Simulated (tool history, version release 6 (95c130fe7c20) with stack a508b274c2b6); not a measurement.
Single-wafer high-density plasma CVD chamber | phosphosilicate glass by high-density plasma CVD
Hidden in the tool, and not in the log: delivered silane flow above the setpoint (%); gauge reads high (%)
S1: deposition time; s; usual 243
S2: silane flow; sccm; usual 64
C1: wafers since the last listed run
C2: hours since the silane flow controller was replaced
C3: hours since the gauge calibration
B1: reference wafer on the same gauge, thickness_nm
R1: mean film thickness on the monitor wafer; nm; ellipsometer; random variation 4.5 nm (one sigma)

run	hour	S1	S2	C1	C2	C3	B1	R1
1	0.0	243	64	0	1837.0	289.5	1300.510	1614.088
2	12.0	243	64	118	1849.0	301.5	1300.714	1609.583
3	28.8	243	64	165	1865.8	318.3	1300.613	1614.126
4	48.0	225	64	189	1885.0	337.5	1301.290	1490.607
5	67.0	225	64	187	1904.0	356.5	1300.379	1493.978
6	98.6	243	68	311	1935.6	388.1	1299.782	1693.897
7	127.9	225	57	288	1964.9	417.4	1300.282	1346.042
8	156.7	225	57	283	1993.7	446.2	1300.472	1355.065
9	177.0	225	57	199	2014.0	466.5	1298.699	1354.934
10	211.1	243	64	335	2048.1	500.6	1300.637	1616.923
11	229.0	243	64	176	2066.0	518.5	1298.818	1619.073
12	252.7	269	64	233	2089.7	542.2	1300.205	1806.307
# hour 278.1: silane flow controller replaced
13	278.6	202	64	176	0.5	568.1	1298.529	1296.020
# hour 278.8: gauge calibrated
14	303.0	199	57	240	24.9	24.2	1300.073	1148.004
15	322.0	212	72	187	43.9	43.2	1300.426	1511.007
16	353.3	243	58	308	75.2	74.5	1299.652	1431.974
17	390.4	260	76	365	112.3	111.6	1298.529	1941.713
18	416.4	212	72	256	138.3	137.6	1300.166	1513.624
19	450.0	243	64	330	171.9	171.2	1300.155	1561.041
20	494.8	243	64	441	216.7	216.0	1299.967	1553.412
21	568.4	268	59	725	290.3	289.6	1299.987	1603.982
22	595.9	243	55	270	317.8	317.1	1300.334	1370.198
23	622.3	243	64	260	344.2	343.5	1300.310	1562.080
24	651.1	243	53	283	373.0	372.3	1299.873	1325.954
25	667.2	226	55	158	389.1	388.4	1299.887	1280.569

Forecast each of these 3 alternatives for the next run:
A	667.7	197	64	4	389.6	388.9	?	?
B	667.7	283	73	4	389.6	388.9	?	?
C	667.7	290	71	4	389.6	388.9	?	?

run	B1	R1
A	1300.854	1265.237
B	1300.854	2042.564
C	1300.854	2041.852
Without the tool's hidden state the same runs would have given:
run	R1
A	1263.424
B	2039.637
C	2038.926
